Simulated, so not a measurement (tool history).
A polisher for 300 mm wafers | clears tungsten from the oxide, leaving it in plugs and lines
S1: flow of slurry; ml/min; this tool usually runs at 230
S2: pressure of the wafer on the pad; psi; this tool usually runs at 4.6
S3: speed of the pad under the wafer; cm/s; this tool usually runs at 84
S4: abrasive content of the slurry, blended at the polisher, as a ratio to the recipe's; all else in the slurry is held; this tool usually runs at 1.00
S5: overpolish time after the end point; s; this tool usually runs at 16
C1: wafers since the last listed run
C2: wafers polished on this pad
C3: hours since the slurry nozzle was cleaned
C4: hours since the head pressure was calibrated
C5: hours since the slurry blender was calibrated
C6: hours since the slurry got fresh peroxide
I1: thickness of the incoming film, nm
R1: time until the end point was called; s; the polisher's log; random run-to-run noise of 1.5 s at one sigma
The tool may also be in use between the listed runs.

{"run": 1, "day": 0.0, "S1": 230, "S2": 4.6, "S3": 84, "S4": 1.0, "S5": 16, "C1": 0, "C2": 337, "C3": 19.6, "C4": 909.9, "C5": 128.8, "C6": 13.7, "I1": 467.8, "R1": 99.4}
{"run": 2, "day": 0.825, "S1": 230, "S2": 4.6, "S3": 84, "S4": 1.0, "S5": 16, "C1": 108, "C2": 445, "C3": 39.4, "C4": 929.7, "C5": 148.6, "C6": 33.5, "I1": 476.9, "R1": 103.1}
{"run": 3, "day": 1.367, "S1": 230, "S2": 4.6, "S3": 84, "S4": 1.0, "S5": 16, "C1": 71, "C2": 516, "C3": 52.4, "C4": 942.7, "C5": 161.6, "C6": 46.5, "I1": 461.6, "R1": 98.2}
{"run": 4, "day": 2.033, "S1": 230, "S2": 4.6, "S3": 84, "S4": 1.0, "S5": 13, "C1": 87, "C2": 604, "C3": 68.4, "C4": 958.7, "C5": 177.6, "C6": 62.5, "I1": 471.6, "R1": 102.7}
{"day": 4.971, "done": "head pressure recalibrated"}
{"run": 5, "day": 6.025, "S1": 230, "S2": 4.6, "S3": 84, "S4": 1.0, "S5": 16, "C1": 513, "C2": 1118, "C3": 164.2, "C4": 25.3, "C5": 273.4, "C6": 158.3, "I1": 475.8, "R1": 109.7}
{"run": 6, "day": 6.542, "S1": 230, "S2": 3.8, "S3": 84, "S4": 1.0, "S5": 16, "C1": 67, "C2": 1186, "C3": 176.6, "C4": 37.7, "C5": 285.8, "C6": 170.7, "I1": 470.2, "R1": 130.2}
{"run": 7, "day": 7.558, "S1": 230, "S2": 4.6, "S3": 84, "S4": 1.0, "S5": 20, "C1": 133, "C2": 1319, "C3": 201.0, "C4": 62.1, "C5": 310.2, "C6": 195.1, "I1": 468.9, "R1": 107.2}
{"day": 8.025, "done": "slurry tank refilled with fresh slurry and peroxide"}
{"run": 8, "day": 8.4, "S1": 180, "S2": 4.6, "S3": 84, "S4": 0.85, "S5": 16, "C1": 105, "C2": 1424, "C3": 221.2, "C4": 82.3, "C5": 330.4, "C6": 9.0, "I1": 459.3, "R1": 103.1}
{"day": 8.958, "done": "worn pad replaced by a new one"}
{"run": 9, "day": 9.379, "S1": 230, "S2": 4.1, "S3": 74, "S4": 1.0, "S5": 16, "C1": 106, "C2": 55, "C3": 244.7, "C4": 105.8, "C5": 353.9, "C6": 32.5, "I1": 471.4, "R1": 130.4}
{"run": 10, "day": 10.679, "S1": 230, "S2": 4.6, "S3": 84, "S4": 1.0, "S5": 16, "C1": 170, "C2": 226, "C3": 275.9, "C4": 137.0, "C5": 385.1, "C6": 63.7, "I1": 468.0, "R1": 100.3}
{"day": 11.762, "done": "slurry blender recalibrated"}
{"run": 11, "day": 11.971, "S1": 230, "S2": 4.6, "S3": 84, "S4": 1.0, "S5": 16, "C1": 158, "C2": 384, "C3": 306.9, "C4": 168.0, "C5": 5.0, "C6": 94.7, "I1": 468.5, "R1": 101.4}
{"run": 12, "day": 13.446, "S1": 190, "S2": 4.6, "S3": 84, "S4": 0.9, "S5": 21, "C1": 193, "C2": 578, "C3": 342.3, "C4": 203.4, "C5": 40.4, "C6": 130.1, "I1": 471.4, "R1": 107.5}
{"run": 13, "day": 14.592, "S1": 230, "S2": 4.6, "S3": 60, "S4": 1.0, "S5": 11, "C1": 150, "C2": 729, "C3": 369.8, "C4": 230.9, "C5": 67.9, "C6": 157.6, "I1": 476.3, "R1": 143.5}
{"run": 14, "day": 15.783, "S1": 180, "S2": 4.6, "S3": 84, "S4": 1.0, "S5": 16, "C1": 156, "C2": 886, "C3": 398.4, "C4": 259.5, "C5": 96.5, "C6": 186.2, "I1": 475.2, "R1": 111.3}
{"run": 15, "day": 16.967, "S1": 230, "S2": 4.6, "S3": 84, "S4": 1.0, "S5": 16, "C1": 155, "C2": 1041, "C3": 426.8, "C4": 287.9, "C5": 124.9, "C6": 214.6, "I1": 462.9, "R1": 105.7}
{"run": 16, "day": 17.533, "S1": 275, "S2": 4.6, "S3": 84, "S4": 0.85, "S5": 16, "C1": 74, "C2": 1116, "C3": 440.4, "C4": 301.5, "C5": 138.5, "C6": 228.2, "I1": 475.5, "R1": 112.1}
{"day": 18.004, "done": "slurry tank refilled with fresh slurry and peroxide"}
{"run": 17, "day": 18.158, "S1": 230, "S2": 4.6, "S3": 76, "S4": 1.0, "S5": 16, "C1": 76, "C2": 1192, "C3": 455.4, "C4": 316.5, "C5": 153.5, "C6": 3.7, "I1": 474.0, "R1": 111.2}
{"run": 18, "day": 19.179, "S1": 230, "S2": 4.6, "S3": 84, "S4": 1.0, "S5": 19, "C1": 134, "C2": 1326, "C3": 479.9, "C4": 341.0, "C5": 178.0, "C6": 28.2, "I1": 472.2, "R1": 102.5}
{"day": 19.429, "done": "worn pad replaced by a new one"}
{"run": 19, "day": 20.5, "S1": 230, "S2": 5.8, "S3": 84, "S4": 1.0, "S5": 16, "C1": 151, "C2": 140, "C3": 511.6, "C4": 372.7, "C5": 209.7, "C6": 59.9, "I1": 462.1, "R1": 81.7}
{"run": 20, "day": 21.671, "S1": 230, "S2": 4.6, "S3": 84, "S4": 1.0, "S5": 16, "C1": 153, "C2": 294, "C3": 539.7, "C4": 400.8, "C5": 237.8, "C6": 88.0, "I1": 467.9, "R1": 100.6}
{"run": 21, "day": 22.779, "S1": 230, "S2": 5.6, "S3": 84, "S4": 0.9, "S5": 16, "C1": 145, "C2": 440, "C3": 566.3, "C4": 427.4, "C5": 264.4, "C6": 114.6, "I1": 469.9, "R1": 90.8}
{"run": 22, "day": 23.417, "S1": 305, "S2": 3.0, "S3": 84, "S4": 1.0, "S5": 9, "C1": 83, "C2": 524, "C3": 581.6, "C4": 442.7, "C5": 279.7, "C6": 129.9, "I1": 470.7, "R1": 158.0}
{"run": 23, "day": 24.246, "S1": 275, "S2": 4.6, "S3": 84, "S4": 0.85, "S5": 16, "C1": 108, "C2": 633, "C3": 601.5, "C4": 462.6, "C5": 299.6, "C6": 149.8, "I1": 465.7, "R1": 108.7}
{"run": 24, "day": 24.871, "S1": 230, "S2": 4.6, "S3": 84, "S4": 1.0, "S5": 16, "C1": 82, "C2": 715, "C3": 616.5, "C4": 477.6, "C5": 314.6, "C6": 164.8, "I1": 480.0, "R1": 109.2}
{"run": 25, "day": 25.579, "S1": 230, "S2": 4.6, "S3": 84, "S4": 1.0, "S5": 16, "C1": 93, "C2": 808, "C3": 633.5, "C4": 494.6, "C5": 331.6, "C6": 181.8, "I1": 474.1, "R1": 106.4}

Forecast each of these 5 alternatives for the next run:
{"run": "A", "day": 25.6, "S1": 230, "S2": 4.6, "S3": 84, "S4": 1.0, "S5": 16, "C1": 2, "C2": 811, "C3": 634.0, "C4": 495.1, "C5": 332.1, "C6": 182.3, "I1": 473.0, "R1": "?"}
{"run": "B", "day": 25.6, "S1": 230, "S2": 4.6, "S3": 84, "S4": 1.15, "S5": 16, "C1": 2, "C2": 811, "C3": 634.0, "C4": 495.1, "C5": 332.1, "C6": 182.3, "I1": 473.0, "R1": "?"}
{"run": "C", "day": 25.6, "S1": 230, "S2": 5.1, "S3": 84, "S4": 1.0, "S5": 21, "C1": 2, "C2": 811, "C3": 634.0, "C4": 495.1, "C5": 332.1, "C6": 182.3, "I1": 473.0, "R1": "?"}
{"run": "D", "day": 25.6, "S1": 230, "S2": 4.1, "S3": 84, "S4": 1.15, "S5": 16, "C1": 2, "C2": 811, "C3": 634.0, "C4": 495.1, "C5": 332.1, "C6": 182.3, "I1": 473.0, "R1": "?"}
{"run": "E", "day": 25.6, "S1": 230, "S2": 4.2, "S3": 84, "S4": 1.0, "S5": 16, "C1": 2, "C2": 811, "C3": 634.0, "C4": 495.1, "C5": 332.1, "C6": 182.3, "I1": 473.0, "R1": "?"}

run=A R1=106.3
run=B R1=102.5
run=C R1=95.9
run=D R1=115.0
run=E R1=116.5
The same runs, with their run-to-run variation unchanged, on a tool lacking any hidden condition would have given:
run=A R1=98.5
run=B R1=95.0
run=C R1=88.9
run=D R1=106.6
run=E R1=107.9
